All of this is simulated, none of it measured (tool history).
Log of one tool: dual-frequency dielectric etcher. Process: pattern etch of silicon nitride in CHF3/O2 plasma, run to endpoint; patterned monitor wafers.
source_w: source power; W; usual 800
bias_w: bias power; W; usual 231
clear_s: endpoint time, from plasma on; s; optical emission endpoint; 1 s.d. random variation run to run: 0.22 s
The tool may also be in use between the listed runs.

run   hour  source_w  bias_w  wafers since the last listed run  hours since the last wet clean  hours since the last source power generator calibration  hours since the last bias power generator calibration  hours since the last upper electrode change  incoming incoming film thickness, nm  clear_s
  1      0       940     231                                 0                           386.8                                                   4853.5                                                 2421.3                                       5216.2                                  83.3     47.3
  2   46.7       800     251                               441                           433.5                                                   4900.2                                                   2468                                       5262.9                                  82.4     47.3
  3   59.3       800     251                               119                           446.1                                                   4912.8                                                 2480.6                                       5275.5                                  82.3     47.9
  4   67.1       800     251                                73                           453.9                                                   4920.6                                                 2488.4                                       5283.3                                  83.3     48.5
  5   84.5       800     231                               164                           471.3                                                     4938                                                 2505.8                                       5300.7                                  82.6     49.7
  6   91.7       800     231                                68                           478.5                                                   4945.2                                                   2513                                       5307.9                                  82.5     49.5
     121.1  -- wet clean of the chamber
  7  121.6       800     231                                55                             0.5                                                   4975.1                                                 2542.9                                       5337.8                                    83       50
  8  121.9       800     231                                 2                             0.8                                                   4975.4                                                 2543.2                                       5338.1                                  83.5     50.2
     146.2  -- bias power generator calibrated
     161.6  -- upper electrode replaced
  9  162.1       800     231                               196                              41                                                   5015.6                                                   15.9                                          0.5                                    83     49.5
 10  193.9       800     231                               300                            72.8                                                   5047.4                                                   47.7                                         32.3                                  82.5     49.5
 11  203.9       970     202                                94                            82.8                                                   5057.4                                                   57.7                                         42.3                                    83     49.8
       219  -- source power generator calibrated
 12  219.9       960     231                               113                            98.8                                                      0.9                                                   73.7                                         58.3                                  83.1     46.8
 13  233.9       710     257                               132                           112.8                                                     14.9                                                   87.7                                         72.3                                  82.8     48.8
 14  282.6       610     180                               460                           161.5                                                     63.6                                                  136.4                                          121                                  83.9       62
 15    294       920     200                               107                           172.9                                                       75                                                  147.8                                        132.4                                  82.5     51.1
 16  305.3       740     194                               106                           184.2                                                     86.3                                                  159.1                                        143.7                                  82.9     55.5
 17  323.2       700     192                               169                           202.1                                                    104.2                                                    177                                        161.6                                  83.6     57.4
 18  332.7       800     231                                89                           211.6                                                    113.7                                                  186.5                                        171.1                                  83.2     49.9
 19  355.5       800     231                               215                           234.4                                                    136.5                                                  209.3                                        193.9                                  81.8     49.1
 20  372.5       720     274                               160                           251.4                                                    153.5                                                  226.3                                        210.9                                  83.3       48

Describe how what the log doesn't record of the tool's condition differs between the last listed run preceding each entry between runs and the first listed run following it.
Logged between run 6 and run 7: wet clean of the chamber (hour 121.1)
  no hidden state differs between the two runs
Logged between run 8 and run 9: bias power generator calibrated (hour 146.2); upper electrode replaced (hour 161.6)
  no hidden state differs between the two runs
Logged between run 11 and run 12: source power generator calibrated (hour 219)
  no hidden state differs between the two runs
